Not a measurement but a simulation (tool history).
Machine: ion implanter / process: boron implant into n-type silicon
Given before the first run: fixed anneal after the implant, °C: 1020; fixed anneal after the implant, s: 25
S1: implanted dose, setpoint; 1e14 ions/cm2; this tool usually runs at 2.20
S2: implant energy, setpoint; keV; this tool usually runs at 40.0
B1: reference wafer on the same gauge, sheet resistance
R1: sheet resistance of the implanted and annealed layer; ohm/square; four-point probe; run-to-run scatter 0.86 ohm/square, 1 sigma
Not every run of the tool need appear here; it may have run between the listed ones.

Run 1, hour 0.0: usual settings but S2 33.5 keV; B1 447.12. Result: R1 420.12 ohm/square.
Run 2, hour 28.2: usual settings but S2 33.5 keV; B1 446.87. Result: R1 420.08 ohm/square.
Run 3, hour 46.1: usual settings but S2 33.5 keV; B1 446.91. Result: R1 417.68 ohm/square.
Run 4, hour 63.9: usual settings but S1 1.68 1e14 ions/cm2, S2 29.0 keV; B1 446.96. Result: R1 526.42 ohm/square.
Run 5, hour 96.5: usual settings but S1 1.68 1e14 ions/cm2, S2 29.0 keV; B1 446.85. Result: R1 527.40 ohm/square.
Run 6, hour 134.6: usual settings; B1 447.09. Result: R1 410.95 ohm/square.
Run 7, hour 149.7: usual settings but S1 2.45 1e14 ions/cm2; B1 446.93. Result: R1 377.02 ohm/square.
Run 8, hour 182.9: usual settings but S1 2.45 1e14 ions/cm2; B1 447.06. Result: R1 377.51 ohm/square.
Run 9, hour 203.3: usual settings but S1 2.45 1e14 ions/cm2; B1 447.18. Result: R1 377.61 ohm/square.
Run 10, hour 215.4: usual settings but S1 2.00 1e14 ions/cm2; B1 447.16. Result: R1 438.01 ohm/square.
At hour 240.2: gauge calibrated.
At hour 244.6: extraction supply calibrated.
Run 11, hour 246.7: usual settings but S1 2.38 1e14 ions/cm2, S2 34.0 keV; B1 447.05. Result: R1 392.85 ohm/square.
At hour 267.2: Faraday cup replaced and dose calibrated.
Run 12, hour 276.3: usual settings; B1 447.06. Result: R1 398.51 ohm/square.
Run 13, hour 292.1: usual settings but S1 1.99 1e14 ions/cm2; B1 447.05. Result: R1 428.67 ohm/square.
Run 14, hour 323.5: usual settings but S1 1.64 1e14 ions/cm2, S2 29.0 keV; B1 447.00. Result: R1 520.95 ohm/square.
Run 15, hour 356.9: usual settings but S2 28.0 keV; B1 447.06. Result: R1 417.57 ohm/square.
Run 16, hour 385.6: usual settings but S1 1.96 1e14 ions/cm2, S2 34.5 keV; B1 447.00. Result: R1 447.37 ohm/square.
Run 17, hour 411.4: usual settings but S2 32.5 keV; B1 446.95. Result: R1 411.70 ohm/square.
Run 18, hour 429.2: usual settings but S1 2.65 1e14 ions/cm2, S2 44.5 keV; B1 446.96. Result: R1 343.76 ohm/square.
Run 19, hour 442.6: usual settings; B1 446.93. Result: R1 402.59 ohm/square.
Run 20, hour 467.7: usual settings but S1 2.72 1e14 ions/cm2; B1 447.30. Result: R1 342.45 ohm/square.
Run 21, hour 488.0: usual settings; B1 446.84. Result: R1 402.98 ohm/square.
Run 22, hour 521.9: usual settings but S1 2.77 1e14 ions/cm2, S2 44.5 keV; B1 447.15. Result: R1 333.53 ohm/square.
Run 23, hour 534.0: usual settings but S1 2.79 1e14 ions/cm2, S2 32.0 keV; B1 446.95. Result: R1 346.90 ohm/square.
Run 24, hour 552.5: usual settings; B1 447.06. Result: R1 404.78 ohm/square.

Branching from run 24: 4 alternative next runs. What would each branch give?
Run A, hour 552.9: usual settings; B1 ?. Result: R1 ?.
Run B, hour 552.9: usual settings but S1 2.85 1e14 ions/cm2, S2 51.0 keV; B1 ?. Result: R1 ?.
Run C, hour 552.9: usual settings but S1 1.71 1e14 ions/cm2, S2 49.5 keV; B1 ?. Result: R1 ?.
Run D, hour 552.9: usual settings but S1 1.83 1e14 ions/cm2, S2 34.5 keV; B1 ?. Result: R1 ?.

run      B1      R1
  A  447.00  405.96
  B  447.00  322.22
  C  447.00  474.27
  D  447.00  476.63
Without the tool's hidden state the same runs would have given:
run      R1
  A  394.58
  B  313.03
  C  461.60
  D  463.32

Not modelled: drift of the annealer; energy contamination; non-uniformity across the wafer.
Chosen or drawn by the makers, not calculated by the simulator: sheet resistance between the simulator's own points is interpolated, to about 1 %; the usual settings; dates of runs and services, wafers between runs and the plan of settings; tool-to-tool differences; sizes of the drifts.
